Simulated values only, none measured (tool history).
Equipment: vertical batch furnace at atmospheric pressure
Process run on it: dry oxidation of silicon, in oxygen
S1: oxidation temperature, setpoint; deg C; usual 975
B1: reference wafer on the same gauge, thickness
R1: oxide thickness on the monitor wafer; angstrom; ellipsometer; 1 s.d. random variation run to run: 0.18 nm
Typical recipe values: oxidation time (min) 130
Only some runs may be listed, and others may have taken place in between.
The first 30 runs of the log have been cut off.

{"run": 31, "hour": 1674.8, "S1": 975, "oxidation time (min)": 130, "B1": 64.09, "R1": 656.2}
{"run": 32, "hour": 1700.7, "S1": 967, "oxidation time (min)": 155.5, "B1": 64.14, "R1": 701.7}
{"run": 33, "hour": 1758.6, "S1": 975, "oxidation time (min)": 130, "B1": 64.11, "R1": 657.9}
{"run": 34, "hour": 1809.4, "S1": 975, "oxidation time (min)": 130, "B1": 64.15, "R1": 659}
{"run": 35, "hour": 1881.1, "S1": 983, "oxidation time (min)": 130, "B1": 64.19, "R1": 694.8}
{"run": 36, "hour": 1934.4, "S1": 975, "oxidation time (min)": 130, "B1": 64.14, "R1": 657.9}
{"run": 37, "hour": 1964.8, "S1": 965, "oxidation time (min)": 85.5, "B1": 64.09, "R1": 465.9}
{"run": 38, "hour": 2011.6, "S1": 965, "oxidation time (min)": 181, "B1": 64.1, "R1": 763}

What if the next run were any one of these 4? Each begins from the tool's condition after run 38:
{"run": "A", "hour": 2018.3, "S1": 975, "oxidation time (min)": 182, "B1": "?", "R1": "?"}
{"run": "B", "hour": 2018.3, "S1": 951, "oxidation time (min)": 130, "B1": "?", "R1": "?"}
{"run": "C", "hour": 2018.3, "S1": 998, "oxidation time (min)": 83, "B1": "?", "R1": "?"}
{"run": "D", "hour": 2018.3, "S1": 963, "oxidation time (min)": 172.5, "B1": "?", "R1": "?"}

run=A B1=64.04 R1=825.6
run=B B1=64.04 R1=545.9
run=C B1=64.04 R1=589.4
run=D B1=64.04 R1=731.1
Take away the tool's hidden state, keep each run's random variation, and the runs would have read:
run=A R1=825.8
run=B R1=546.1
run=C R1=589.6
run=D R1=731.3

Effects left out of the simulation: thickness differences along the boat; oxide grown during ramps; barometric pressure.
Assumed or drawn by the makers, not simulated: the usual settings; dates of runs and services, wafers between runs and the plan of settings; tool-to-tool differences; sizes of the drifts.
